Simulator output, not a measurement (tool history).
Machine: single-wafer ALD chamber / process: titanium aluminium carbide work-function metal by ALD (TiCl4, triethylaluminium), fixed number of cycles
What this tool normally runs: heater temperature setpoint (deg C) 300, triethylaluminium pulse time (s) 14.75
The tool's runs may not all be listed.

run	hour	heater temperature setpoint (deg C)	triethylaluminium pulse time (s)	wafers since the last listed run	hours since the last thermocouple change	hours since the last triethylaluminium bottle change	hours since the showerhead was replaced	hours since the gauge calibration	read-back reference wafer on the same gauge, thickness_nm	mean film thickness on the monitor wafer (nm)
1	0	292	13.17	0	1235.5	769	4445.6	874.1	2.011	1.776
2	23.2	288	14.75	240	1258.7	792.2	4468.8	897.3	2.011	1.755
3	47.9	288	14.75	255	1283.4	816.9	4493.5	922	2.01	1.76
4	65.5	291	10.92	182	1301	834.5	4511.1	939.6	2.009	1.736
5	91.6	291	10.92	270	1327.1	860.6	4537.2	965.7	2.01	1.723
6	110.2	291	10.92	192	1345.7	879.2	4555.8	984.3	2.01	1.704
7	136.8	311	14.75	275	1372.3	905.8	4582.4	1010.9	2.01	1.91
8	156.4	294	10.27	202	1391.9	925.4	4602	1030.5	2.01	1.722
9	184.1	294	10.27	286	1419.6	953.1	4629.7	1058.2	2.011	1.708
10	201.7	294	10.27	182	1437.2	970.7	4647.3	1075.8	2.011	1.703
11	233.8	300	14.75	332	1469.3	1002.8	4679.4	1107.9	2.01	1.833
12	266.4	300	14.75	337	1501.9	1035.4	4712	1140.5	2.01	1.857
13	284.3	294	10.27	185	1519.8	1053.3	4729.9	1158.4	2.01	1.685
# hour 306.8: showerhead replaced, of another model than before
14	320	307	18.76	286	1555.5	1089	13.2	1194.1	2.011	1.912
15	336.8	305	9.06	173	1572.3	1105.8	30	1210.9	2.011	1.431
16	354	300	14.75	177	1589.5	1123	47.2	1228.1	2.011	1.813
17	389.8	304	11.58	370	1625.3	1158.8	83	1263.9	2.01	1.693
# hour 410.9: thermocouple changed; heater temperature recalibrated
18	411.4	307	11.43	140	0.5	1180.4	104.6	1285.5	2.012	1.704
19	419.6	300	14.75	84	8.7	1188.6	112.8	1293.7	2.011	1.799
20	451.2	300	16.99	326	40.3	1220.2	144.4	1325.3	2.01	1.835
21	539.7	300	9.77	915	128.8	1308.7	232.9	1413.8	2.01	1.394
# hour 565.7: triethylaluminium bottle replaced
22	569	293	20.18	220	158.1	3.3	262.2	1443.1	2.011	1.816
# hour 583.5: gauge calibrated
23	590.8	314	11.62	225	179.9	25.1	284	7.3	2.01	1.905
24	616.3	314	16.83	263	205.4	50.6	309.5	32.8	2.01	1.966
25	640.9	312	14.75	254	230	75.2	334.1	57.4	2.012	1.933
26	721.1	313	11.51	829	310.2	155.4	414.3	137.6	2.01	1.878
27	737.9	304	17.98	173	327	172.2	431.1	154.4	2.009	1.896
28	766.8	313	9.97	299	355.9	201.1	460	183.3	2.011	1.787
29	787.2	294	17.35	211	376.3	221.5	480.4	203.7	2.01	1.833
30	813.5	314	11.18	272	402.6	247.8	506.7	230	2.01	1.883
31	847.9	305	18.93	355	437	282.2	541.1	264.4	2.01	1.909
32	914	295	17.81	683	503.1	348.3	607.2	330.5	2.01	1.838
33	931.4	286	12.04	180	520.5	365.7	624.6	347.9	2.009	1.714

Across each entry between runs, compare the hidden state at the last listed run before it with the hidden state at the first listed run after it:
Logged between run 13 and run 14: showerhead replaced, of another model than before (hour 306.8)
  triethylaluminium dose above that of a fresh bottle (%): -17.3 -> -18.4
  measured minus no-state result, mean film thickness on the monitor wafer (nm): -0.063 -> -0.01
Logged between run 17 and run 18: thermocouple changed; heater temperature recalibrated (hour 410.9)
  triethylaluminium dose above that of a fresh bottle (%): -20.8 -> -21.5
  measured minus no-state result, mean film thickness on the monitor wafer (nm): -0.134 -> -0.151
Logged between run 21 and run 22: triethylaluminium bottle replaced (hour 565.7)
  triethylaluminium dose above that of a fresh bottle (%): -26.2 -> -1.1
  measured minus no-state result, mean film thickness on the monitor wafer (nm): -0.295 -> +0
Logged between run 22 and run 23: gauge calibrated (hour 583.5)
  triethylaluminium dose above that of a fresh bottle (%): -1.1 -> -1.11
  measured minus no-state result, mean film thickness on the monitor wafer (nm): +0 -> -0.004

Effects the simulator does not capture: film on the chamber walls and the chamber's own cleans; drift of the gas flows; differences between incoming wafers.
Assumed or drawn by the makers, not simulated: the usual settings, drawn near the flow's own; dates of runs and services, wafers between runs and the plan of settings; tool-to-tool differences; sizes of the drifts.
